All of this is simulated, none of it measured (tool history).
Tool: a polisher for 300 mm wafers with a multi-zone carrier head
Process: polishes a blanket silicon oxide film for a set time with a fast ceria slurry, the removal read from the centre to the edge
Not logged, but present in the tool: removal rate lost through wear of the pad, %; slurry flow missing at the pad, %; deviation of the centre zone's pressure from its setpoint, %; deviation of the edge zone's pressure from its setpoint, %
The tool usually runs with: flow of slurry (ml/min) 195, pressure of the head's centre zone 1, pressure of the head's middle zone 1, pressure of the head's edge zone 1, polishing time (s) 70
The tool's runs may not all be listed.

| run | hour | flow of slurry (ml/min) | pressure of the head's centre zone | pressure of the head's middle zone | pressure of the head's edge zone | polishing time (s) | wafers since the last listed run | wafers polished on this pad | hours since the slurry nozzle was cleaned | hours since the centre zone pressure was calibrated | hours since the edge zone pressure was calibrated | hours since the carrier head's membrane was replaced | incoming thickness of the incoming film, nm | film removed at the wafer's centre (angstrom) | film removed at mid-radius (angstrom) | film removed at the wafer's edge (angstrom) |
|---|---|---|---|---|---|---|---|---|---|---|---|---|---|---|---|---|
| 1 | 0 | 195 | 1 | 1 | 1 | 70 | 0 | 750 | 64.2 | 47.3 | 63.4 | 951.9 | 3574.5 | 8320 | 8179 | 8496 |
| 2 | 20.6 | 135 | 1.03 | 1 | 1.07 | 70 | 122 | 872 | 84.8 | 67.9 | 84 | 972.5 | 3535.5 | 8027 | 7840 | 8381 |
| 3 | 38 | 195 | 0.97 | 0.89 | 1 | 70 | 103 | 976 | 102.2 | 85.3 | 101.4 | 989.9 | 3503.3 | 8316 | 7748 | 8679 |
| 4 | 68.8 | 195 | 1 | 1.06 | 0.91 | 70 | 183 | 1159 | 133 | 116.1 | 132.2 | 1020.7 | 3573.3 | 8595 | 8514 | 8196 |
|  | 81.4 | worn pad replaced by a new one |
| 5 | 87.6 | 195 | 1 | 1 | 1 | 92 | 87 | 36 | 151.8 | 134.9 | 151 | 1039.5 | 3629.3 | 11281 | 10675 | 11232 |
|  | 108.1 | carrier head's membrane replaced by a new one |
| 6 | 113.7 | 195 | 1 | 0.88 | 0.94 | 70 | 125 | 162 | 177.9 | 161 | 177.1 | 5.6 | 3567.6 | 8547 | 7540 | 8273 |
| 7 | 149.5 | 215 | 1.1 | 1.05 | 1.04 | 70 | 212 | 375 | 213.7 | 196.8 | 212.9 | 41.4 | 3570.4 | 9024 | 8774 | 8651 |
| 8 | 178.6 | 195 | 1 | 1 | 1 | 70 | 173 | 548 | 242.8 | 225.9 | 242 | 70.5 | 3569.6 | 8556 | 8320 | 8451 |
| 9 | 203.5 | 245 | 1 | 1 | 1 | 65 | 148 | 696 | 267.7 | 250.8 | 266.9 | 95.4 | 3544.6 | 8261 | 7826 | 8020 |
| 10 | 222.1 | 195 | 1 | 1.11 | 0.91 | 70 | 110 | 806 | 286.3 | 269.4 | 285.5 | 114 | 3590.6 | 8604 | 8979 | 8018 |
| 11 | 252.2 | 225 | 1 | 1 | 1 | 70 | 178 | 985 | 316.4 | 299.5 | 315.6 | 144.1 | 3622.7 | 8703 | 8387 | 8835 |
| 12 | 277.2 | 195 | 1 | 1 | 1 | 70 | 148 | 1134 | 341.4 | 324.5 | 340.6 | 169.1 | 3496.4 | 8570 | 8281 | 8663 |
|  | 295.1 | worn pad replaced by a new one |
| 13 | 305.9 | 195 | 1 | 1 | 1 | 70 | 146 | 64 | 370.1 | 353.2 | 369.3 | 197.8 | 3578.2 | 8712 | 8256 | 8451 |
| 14 | 340.9 | 170 | 1 | 1 | 1 | 70 | 208 | 272 | 405.1 | 388.2 | 404.3 | 232.8 | 3549.1 | 8427 | 8156 | 8524 |
| 15 | 375.7 | 195 | 1.07 | 1.03 | 1 | 70 | 206 | 479 | 439.9 | 423 | 439.1 | 267.6 | 3543.2 | 8998 | 8473 | 8475 |
| 16 | 399 | 135 | 1 | 1 | 1 | 70 | 138 | 617 | 463.2 | 446.3 | 462.4 | 290.9 | 3545.8 | 8210 | 7762 | 8136 |
| 17 | 424.4 | 195 | 1 | 1 | 1 | 48 | 151 | 768 | 488.6 | 471.7 | 487.8 | 316.3 | 3551.7 | 6062 | 5687 | 5908 |
| 18 | 454.8 | 225 | 0.92 | 1.11 | 0.94 | 70 | 180 | 949 | 519 | 502.1 | 518.2 | 346.7 | 3578.2 | 8438 | 8827 | 8301 |
| 19 | 476.8 | 195 | 1 | 1 | 1 | 70 | 130 | 1080 | 541 | 524.1 | 540.2 | 368.7 | 3601.7 | 8758 | 8275 | 8577 |
| 20 | 502.7 | 195 | 0.92 | 1.08 | 1.12 | 92 | 153 | 1234 | 566.9 | 550 | 566.1 | 394.6 | 3568.5 | 10893 | 11423 | 11675 |
| 21 | 538.3 | 225 | 1 | 1 | 0.95 | 70 | 211 | 1445 | 602.5 | 585.6 | 601.7 | 430.2 | 3580.4 | 8934 | 8492 | 8669 |
|  | 541 | slurry nozzle cleaned |
|  | 542.6 | worn pad replaced by a new one |
| 22 | 570.8 | 195 | 1 | 1 | 1 | 70 | 178 | 167 | 29.8 | 618.1 | 634.2 | 462.7 | 3509.2 | 8853 | 8030 | 8566 |
| 23 | 605.2 | 195 | 1 | 1 | 1 | 70 | 204 | 372 | 64.2 | 652.5 | 668.6 | 497.1 | 3557.1 | 8693 | 8186 | 8476 |

Measured result minus the same run's result without the hidden state. Both carry the same run-to-run variation, though not necessarily the same gauge scatter:
| run | film removed at the wafer's centre (angstrom) |
|---|---|
| 1 | +104 |
| 2 | +121 |
| 3 | +144 |
| 4 | +179 |
| 5 | +259 |
| 6 | +220 |
| 7 | +262 |
| 8 | +272 |
| 9 | +280 |
| 10 | +304 |
| 11 | +327 |
| 12 | +338 |
| 13 | +360 |
| 14 | +366 |
| 15 | +407 |
| 16 | +383 |
| 17 | +291 |
| 18 | +419 |
| 19 | +441 |
| 20 | +562 |
| 21 | +472 |
| 22 | +478 |
| 23 | +479 |
film removed at mid-radius (angstrom): at most 3 away from the measurement, every run.
film removed at the wafer's edge (angstrom): measured minus the no-hidden-state value equals 0 in all runs.

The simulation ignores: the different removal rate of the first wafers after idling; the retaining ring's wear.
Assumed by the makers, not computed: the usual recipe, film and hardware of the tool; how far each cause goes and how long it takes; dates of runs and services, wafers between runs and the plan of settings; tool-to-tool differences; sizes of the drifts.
